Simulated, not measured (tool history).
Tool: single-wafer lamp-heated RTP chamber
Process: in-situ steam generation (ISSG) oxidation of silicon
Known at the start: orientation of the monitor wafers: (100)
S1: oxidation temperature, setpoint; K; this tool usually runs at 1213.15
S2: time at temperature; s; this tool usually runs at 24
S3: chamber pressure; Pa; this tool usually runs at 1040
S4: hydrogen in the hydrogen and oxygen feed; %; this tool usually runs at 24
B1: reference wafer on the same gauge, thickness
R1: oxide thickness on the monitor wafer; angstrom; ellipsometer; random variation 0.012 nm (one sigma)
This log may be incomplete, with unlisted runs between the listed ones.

run    hour       S1  S2    S3  S4     B1     R1
  1     0.0  1213.15  24  1040  24  3.981  48.35
      184.9  -- pyrometer window cleaned and pyrometer calibrated
  2   209.5  1213.15  24  1040  24  4.001  48.34
  3   247.9  1213.15  24  1040  24  3.994  48.49
  4   310.6  1213.15  24  1040  24  4.000  48.30
  5   380.4  1213.15  24  1040  24  4.001  48.41
  6   444.2  1213.15  24  1040  24  3.995  48.50
  7   486.8  1213.15  22   920  24  4.001  46.67
  8   550.1  1213.15  22   920  24  4.005  46.72
      581.3  -- pressure gauge zeroed
      632.6  -- pyrometer window cleaned and pyrometer calibrated
  9   740.5  1213.15  22   920  24  4.002  46.66
 10   890.9  1213.15  24  1040  24  4.012  48.80
      911.8  -- hydrogen flow controller replaced
 11   942.0  1213.15  24  1040  24  4.006  48.56
 12   968.3  1224.15  24   920  24  4.010  50.12
 13  1005.9  1224.15  24   920  24  4.010  50.18
     1054.0  -- pyrometer window cleaned and pyrometer calibrated
 14  1073.4  1224.15  17  1040  30  4.011  46.34
     1096.8  -- gauge calibrated
 15  1130.3  1232.15  24   973  30  3.961  53.83
 16  1190.3  1197.15  24  1200  18  3.961  42.68
 17  1227.4  1204.15  28   973  15  3.970  44.77
 18  1277.5  1213.15  19   987  20  3.975  42.01

For run 19, what comes out?
 19  1314.1  1213.15  24  1040  24   ?   ?

B1: 3.976
R1: 48.49 angstrom
With no hidden state in the tool, this same run would have given R1 48.30 angstrom.

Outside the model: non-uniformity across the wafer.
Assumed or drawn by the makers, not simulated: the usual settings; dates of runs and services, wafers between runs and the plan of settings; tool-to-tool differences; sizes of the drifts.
